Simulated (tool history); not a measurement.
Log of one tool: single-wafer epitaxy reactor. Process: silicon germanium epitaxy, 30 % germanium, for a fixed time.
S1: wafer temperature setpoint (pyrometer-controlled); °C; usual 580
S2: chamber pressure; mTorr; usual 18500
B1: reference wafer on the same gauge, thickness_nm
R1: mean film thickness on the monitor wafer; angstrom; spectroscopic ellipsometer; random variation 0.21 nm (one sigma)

run	hour	S1	S2	B1	R1
1	0	580	14800	45.437	361.08
2	39.7	580	14800	45.457	361.84
3	135.2	573	20900	45.291	356.34
4	202.4	573	20900	45.431	354.82
5	277.3	580	18500	45.346	397.2
6	332.1	580	18500	45.379	399.71
# hour 659.7: capacitance manometer re-zeroed and calibrated
7	660.2	580	18500	45.358	381.57
8	716.4	580	18500	45.487	386.63
# hour 763.6: gauge calibrated
9	808.2	580	18500	45.365	384.43
10	889.9	580	18500	45.33	387.93
# hour 927.2: showerhead replaced
11	953.1	580	18500	45.354	386.64
12	1022.1	580	15900	45.454	365.75
13	1063.6	580	20600	45.513	406.25
14	1127.9	585	21800	45.432	469.11
15	1166.7	571	15800	45.33	301.67
16	1253.7	567	20900	45.368	305.63
17	1321.1	573	22600	45.432	361.91
18	1388.1	580	18500	45.333	391.46
19	1445.9	595	18500	45.28	544.51
20	1537.4	573	14600	45.381	306.01
# hour 1618.8: pyrometer calibrated
21	1639.9	566	22800	45.369	312.35
22	1704.9	587	18500	45.346	456.19
23	1748.6	580	18500	45.374	394.94
24	1851.5	580	18500	45.514	397.82
25	1917.2	584	21200	45.344	455
26	2005.7	569	16400	45.416	292.55
27	2074.1	576	14200	45.419	323.25

Forecast each of these 5 alternatives for the next run:
A	2074.5	580	22900	?	?
B	2074.5	572	21300	?	?
C	2074.5	592	14500	?	?
D	2074.5	575	15200	?	?
E	2074.5	592	16000	?	?

run	B1	R1
A	45.448	430.47
B	45.448	350.45
C	45.448	462.75
D	45.448	326.68
E	45.448	481.64
Without the tool's hidden state the same runs would have given:
run	R1
A	418.83
B	340.97
C	450.24
D	317.84
E	468.62

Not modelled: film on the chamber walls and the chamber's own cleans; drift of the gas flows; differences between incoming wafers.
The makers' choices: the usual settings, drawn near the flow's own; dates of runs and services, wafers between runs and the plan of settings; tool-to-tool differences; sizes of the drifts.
